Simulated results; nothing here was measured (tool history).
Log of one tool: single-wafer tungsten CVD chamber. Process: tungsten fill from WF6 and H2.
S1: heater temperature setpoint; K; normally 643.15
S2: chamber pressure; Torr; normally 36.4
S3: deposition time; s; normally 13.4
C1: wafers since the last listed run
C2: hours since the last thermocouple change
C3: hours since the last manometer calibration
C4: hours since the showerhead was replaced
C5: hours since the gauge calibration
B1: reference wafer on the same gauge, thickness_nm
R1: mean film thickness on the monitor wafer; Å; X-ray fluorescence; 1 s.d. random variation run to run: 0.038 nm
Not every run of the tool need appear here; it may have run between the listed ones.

run	day	S1	S2	S3	C1	C2	C3	C4	C5	B1	R1
1	0	643.15	36.4	13.4	0	1125.1	2150.1	7750.6	109.8	24.213	236.2
2	0.892	643.15	36.4	13.4	364	1146.5	2171.5	7772	131.2	24.213	235.99
3	1.738	643.15	36.4	13.4	345	1166.8	2191.8	7792.3	151.5	24.194	235.58
4	2.933	643.15	36.4	13.4	488	1195.5	2220.5	7821	180.2	24.192	236.09
5	3.754	643.15	36.4	13.4	335	1215.2	2240.2	7840.7	199.9	24.198	234.96
6	4.983	643.15	36.4	13.4	502	1244.7	2269.7	7870.2	229.4	24.204	234.88
7	6.092	643.15	36.4	13.4	453	1271.3	2296.3	7896.8	256	24.198	234.82
8	7.504	649.15	28.9	13.4	577	1305.2	2330.2	7930.7	289.9	24.198	232.39
9	8.279	643.15	36.4	14.8	316	1323.8	2348.8	7949.3	308.5	24.211	258.1
# day 8.979: gauge calibrated
10	9.321	629.15	36.4	11.9	425	1348.8	2373.8	7974.3	8.2	24.2	159.01
11	9.929	643.15	36.4	13.4	248	1363.4	2388.4	7988.9	22.8	24.204	234.08
12	10.529	643.15	36.4	11.3	245	1377.8	2402.8	8003.3	37.2	24.205	197.11
# day 10.95: capacitance manometer re-zeroed and calibrated
13	11.204	628.15	31.9	14.3	139	1394	6.1	8019.5	53.4	24.197	180.86
# day 12.2: showerhead replaced
14	12.221	643.15	36.4	13.4	279	1418.4	30.5	0.5	77.8	24.203	242.08
# day 12.762: thermocouple changed; heater temperature recalibrated
15	16.346	643.15	39.4	11.2	1550	86	129.5	99.5	176.8	24.203	216.47

4 ways to go on from here, each from the tool as it stands after run 15. What would each give?
A	16.362	639.15	36.4	13.4	6	86.4	129.9	99.9	177.2	?	?
B	16.362	643.15	42.8	11.8	6	86.4	129.9	99.9	177.2	?	?
C	16.362	632.15	29.4	16	6	86.4	129.9	99.9	177.2	?	?
D	16.362	651.15	36.4	13.4	6	86.4	129.9	99.9	177.2	?	?

run	B1	R1
A	24.193	231.13
B	24.193	237.37
C	24.193	217.07
D	24.193	288.61
What these runs would have given with no unlogged condition in the tool:
run	R1
A	232.81
B	239.08
C	218.68
D	290.68
